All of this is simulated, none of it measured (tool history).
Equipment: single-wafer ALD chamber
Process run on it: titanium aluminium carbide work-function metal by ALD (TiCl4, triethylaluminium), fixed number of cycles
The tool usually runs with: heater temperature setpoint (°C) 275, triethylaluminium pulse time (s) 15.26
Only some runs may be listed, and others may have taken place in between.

| run | day | heater temperature setpoint (°C) | triethylaluminium pulse time (s) | read-back reference wafer on the same gauge, thickness_nm | mean film thickness on the monitor wafer (nm) |
|---|---|---|---|---|---|
| 1 | 0.000 | 275 | 11.53 | 2.261 | 1.620 |
| 2 | 1.092 | 275 | 11.53 | 2.260 | 1.584 |
| 3 | 2.304 | 275 | 11.53 | 2.261 | 1.545 |
| 4 | 3.721 | 284 | 12.58 | 2.259 | 1.682 |
| 5 | 6.100 | 284 | 12.58 | 2.260 | 1.651 |
|  | 8.392 | triethylaluminium bottle replaced, repeated, since the last time left the tool worse |
| 6 | 8.412 | 275 | 15.26 | 2.262 | 1.888 |
| 7 | 9.662 | 275 | 15.26 | 2.258 | 1.891 |
| 8 | 10.871 | 275 | 15.26 | 2.259 | 1.886 |
| 9 | 13.250 | 264 | 15.26 | 2.261 | 1.775 |
| 10 | 15.454 | 264 | 15.26 | 2.257 | 1.757 |
| 11 | 16.479 | 286 | 18.64 | 2.259 | 2.021 |
|  | 17.617 | gauge calibrated |
| 12 | 18.558 | 275 | 15.26 | 2.259 | 1.897 |
| 13 | 20.033 | 266 | 15.26 | 2.261 | 1.783 |
| 14 | 22.417 | 275 | 15.26 | 2.261 | 1.874 |
| 15 | 24.267 | 275 | 15.26 | 2.260 | 1.873 |
|  | 26.583 | showerhead replaced |
| 16 | 26.629 | 265 | 20.60 | 2.261 | 1.800 |
| 17 | 32.738 | 270 | 15.26 | 2.260 | 1.810 |
| 18 | 35.400 | 275 | 13.23 | 2.260 | 1.805 |
| 19 | 38.142 | 265 | 20.53 | 2.260 | 1.782 |
|  | 39.821 | thermocouple changed; heater temperature recalibrated |
| 20 | 39.842 | 275 | 9.55 | 2.262 | 1.628 |
|  | 41.971 | triethylaluminium bottle replaced |
| 21 | 42.446 | 261 | 10.07 | 2.260 | 1.672 |
| 22 | 44.521 | 286 | 10.55 | 2.260 | 1.912 |
| 23 | 45.538 | 262 | 9.50 | 2.260 | 1.618 |
| 24 | 47.196 | 284 | 15.26 | 2.260 | 1.985 |
| 25 | 48.492 | 263 | 17.13 | 2.259 | 1.764 |
| 26 | 50.946 | 289 | 18.30 | 2.261 | 2.063 |
| 27 | 53.029 | 275 | 15.26 | 2.259 | 1.878 |
| 28 | 54.708 | 275 | 15.26 | 2.259 | 1.871 |
| 29 | 56.858 | 281 | 9.43 | 2.258 | 1.743 |
| 30 | 58.762 | 275 | 12.82 | 2.261 | 1.828 |
| 31 | 59.917 | 282 | 17.48 | 2.261 | 1.957 |
| 32 | 61.762 | 267 | 11.89 | 2.260 | 1.722 |
| 33 | 62.879 | 275 | 15.26 | 2.262 | 1.877 |

Alternative continuations, all from the tool just after run 33; predict every row:
| A | 62.896 | 281 | 15.26 | ? | ? |
| B | 62.896 | 290 | 18.01 | ? | ? |
| C | 62.896 | 279 | 18.37 | ? | ? |
| D | 62.896 | 287 | 9.23 | ? | ? |

| run | read-back reference wafer on the same gauge, thickness_nm | mean film thickness on the monitor wafer (nm) |
|---|---|---|
| A | 2.260 | 1.947 |
| B | 2.260 | 2.062 |
| C | 2.260 | 1.948 |
| D | 2.260 | 1.763 |
Had the tool no hidden state, the same runs would have come out as:
| run | mean film thickness on the monitor wafer (nm) |
|---|---|
| A | 1.970 |
| B | 2.072 |
| C | 1.957 |
| D | 1.884 |

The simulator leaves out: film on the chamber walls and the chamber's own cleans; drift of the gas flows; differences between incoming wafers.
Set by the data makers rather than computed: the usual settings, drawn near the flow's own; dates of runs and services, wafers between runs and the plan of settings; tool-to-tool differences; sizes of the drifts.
